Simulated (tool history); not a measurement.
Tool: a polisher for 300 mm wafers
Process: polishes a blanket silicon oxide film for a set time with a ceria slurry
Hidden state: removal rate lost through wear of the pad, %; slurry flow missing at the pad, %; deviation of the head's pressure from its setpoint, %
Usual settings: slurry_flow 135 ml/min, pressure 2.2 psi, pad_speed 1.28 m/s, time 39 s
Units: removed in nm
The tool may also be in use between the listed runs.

| run | hour | slurry_flow | pressure | pad_speed | time | wafers since the last listed run | wafers polished on this pad | hours since the slurry nozzle was cleaned | hours since the head pressure was calibrated | incoming thickness of the incoming film, nm | removed |
|---|---|---|---|---|---|---|---|---|---|---|---|
| 1 | 0 | 135 | 2.2 | 1.28 | 39 | 0 | 4268 | 216.7 | 339 | 1120.3 | 187.1 |
| 2 | 61.8 | 135 | 2.2 | 1.28 | 39 | 728 | 4996 | 278.5 | 400.8 | 1105.8 | 185 |
| 3 | 107.5 | 135 | 1.8 | 1.28 | 39 | 538 | 5535 | 324.2 | 446.5 | 1125.2 | 160.6 |
|  | 126.3 | worn pad replaced by a new one |
|  | 128.6 | head pressure recalibrated |
| 4 | 154.3 | 135 | 2.2 | 1.28 | 39 | 480 | 306 | 371 | 25.7 | 1124 | 187.7 |
| 5 | 199.3 | 135 | 2.2 | 1.28 | 39 | 530 | 836 | 416 | 70.7 | 1141.6 | 180.6 |
| 6 | 242.4 | 135 | 2.2 | 1.28 | 39 | 508 | 1344 | 459.1 | 113.8 | 1120.7 | 182 |
| 7 | 301.5 | 135 | 2.2 | 1.44 | 39 | 696 | 2041 | 518.2 | 172.9 | 1137 | 202.7 |
| 8 | 335.6 | 135 | 2.2 | 1.28 | 39 | 401 | 2443 | 552.3 | 207 | 1113.4 | 179.6 |
| 9 | 365.1 | 135 | 2.2 | 1.28 | 39 | 347 | 2791 | 581.8 | 236.5 | 1131.5 | 181.3 |
| 10 | 391 | 135 | 2.2 | 1.28 | 39 | 305 | 3096 | 607.7 | 262.4 | 1104.1 | 177.7 |
|  | 397.7 | slurry nozzle cleaned |
| 11 | 445.4 | 135 | 2.2 | 1.28 | 39 | 629 | 3725 | 47.7 | 316.8 | 1119.7 | 188.9 |
| 12 | 506.1 | 135 | 2.2 | 1.28 | 39 | 715 | 4441 | 108.4 | 377.5 | 1113 | 187.7 |
| 13 | 563.1 | 135 | 2.2 | 1.42 | 39 | 671 | 5113 | 165.4 | 434.5 | 1127.3 | 206.3 |
|  | 579 | head pressure recalibrated |
| 14 | 601.4 | 100 | 2.2 | 1.18 | 39 | 427 | 5540 | 203.7 | 22.4 | 1120.4 | 162.4 |
|  | 662.5 | worn pad replaced by a new one |
| 15 | 663 | 135 | 2.2 | 1.28 | 39 | 678 | 5 | 265.3 | 84 | 1120.1 | 187.4 |
| 16 | 731.7 | 175 | 2.6 | 1.6 | 39 | 809 | 815 | 334 | 152.7 | 1123 | 276.4 |
| 17 | 942.3 | 115 | 2.2 | 0.98 | 32 | 2482 | 3297 | 544.6 | 363.3 | 1128 | 114 |
| 18 | 970.5 | 135 | 2.2 | 1.28 | 25 | 332 | 3630 | 572.8 | 391.5 | 1129.4 | 113.1 |
|  | 999.6 | slurry nozzle cleaned |
| 19 | 1016.7 | 135 | 1.7 | 1.48 | 39 | 532 | 4162 | 17.1 | 437.7 | 1129.2 | 177.9 |
|  | 1054.1 | head pressure recalibrated |
| 20 | 1065.1 | 175 | 2.2 | 1.28 | 39 | 546 | 4709 | 65.5 | 11 | 1110.2 | 196.7 |
| 21 | 1094.8 | 135 | 2.2 | 1.28 | 39 | 350 | 5059 | 95.2 | 40.7 | 1132.1 | 187.2 |
| 22 | 1152.7 | 135 | 2.2 | 1.28 | 39 | 682 | 5742 | 153.1 | 98.6 | 1126.8 | 189.3 |
|  | 1165.6 | worn pad replaced by a new one |
| 23 | 1222.7 | 135 | 2.2 | 1.28 | 25 | 777 | 673 | 223.1 | 168.6 | 1122.6 | 117.6 |
| 24 | 1252 | 135 | 2.2 | 0.88 | 28 | 345 | 1018 | 252.4 | 197.9 | 1132.5 | 97.8 |
| 25 | 1309.3 | 135 | 2.2 | 1.28 | 39 | 675 | 1693 | 309.7 | 255.2 | 1138.9 | 183.3 |
| 26 | 1345.7 | 135 | 2.2 | 0.96 | 31 | 429 | 2123 | 346.1 | 291.6 | 1140.9 | 113.5 |
| 27 | 1397.6 | 100 | 2.2 | 0.96 | 39 | 611 | 2734 | 398 | 343.5 | 1134.8 | 131.4 |
| 28 | 1424.5 | 135 | 2.2 | 1.46 | 28 | 317 | 3051 | 424.9 | 370.4 | 1136.5 | 146.9 |
|  | 1476.9 | head pressure recalibrated |
| 29 | 1491.9 | 110 | 2.6 | 1.54 | 39 | 770 | 3822 | 492.3 | 15 | 1138.6 | 230.6 |
|  | 1515.5 | slurry nozzle cleaned |
| 30 | 1561.3 | 100 | 2.2 | 1.28 | 39 | 806 | 4628 | 45.8 | 84.4 | 1118.9 | 179 |
| 31 | 1632.1 | 135 | 1.5 | 1.62 | 39 | 834 | 5463 | 116.6 | 155.2 | 1111.2 | 176.9 |
|  | 1662.7 | worn pad replaced by a new one |
| 32 | 1684.9 | 135 | 2.2 | 1.28 | 39 | 575 | 261 | 169.4 | 208 | 1116.1 | 192.9 |
| 33 | 1755 | 135 | 1.5 | 1.28 | 39 | 826 | 1087 | 239.5 | 278.1 | 1127 | 141.2 |
| 34 | 1807.8 | 135 | 2.2 | 1.28 | 51 | 622 | 1710 | 292.3 | 330.9 | 1131.9 | 236 |
| 35 | 1837.6 | 170 | 2.2 | 1.28 | 39 | 351 | 2061 | 322.1 | 360.7 | 1123.1 | 193.6 |
| 36 | 1899.3 | 135 | 2.9 | 1.28 | 39 | 727 | 2788 | 383.8 | 422.4 | 1119 | 226.4 |

Forecast each of these 5 alternatives for the next run:
| A | 1899.7 | 135 | 2.2 | 1.28 | 39 | 4 | 2793 | 384.2 | 422.8 | 1124.3 | ? |
| B | 1899.7 | 135 | 2.2 | 1.66 | 39 | 4 | 2793 | 384.2 | 422.8 | 1124.3 | ? |
| C | 1899.7 | 135 | 2.5 | 1.28 | 39 | 4 | 2793 | 384.2 | 422.8 | 1124.3 | ? |
| D | 1899.7 | 135 | 2.8 | 1.28 | 39 | 4 | 2793 | 384.2 | 422.8 | 1124.3 | ? |
| E | 1899.7 | 160 | 2.9 | 1.7 | 51 | 4 | 2793 | 384.2 | 422.8 | 1124.3 | ? |

| run | removed |
|---|---|
| A | 184 |
| B | 231.3 |
| C | 203 |
| D | 222.1 |
| E | 397.7 |
Without the tool's hidden state the same runs would have given:
| run | removed |
|---|---|
| A | 191.8 |
| B | 241.2 |
| C | 211.6 |
| D | 231.5 |
| E | 412.2 |

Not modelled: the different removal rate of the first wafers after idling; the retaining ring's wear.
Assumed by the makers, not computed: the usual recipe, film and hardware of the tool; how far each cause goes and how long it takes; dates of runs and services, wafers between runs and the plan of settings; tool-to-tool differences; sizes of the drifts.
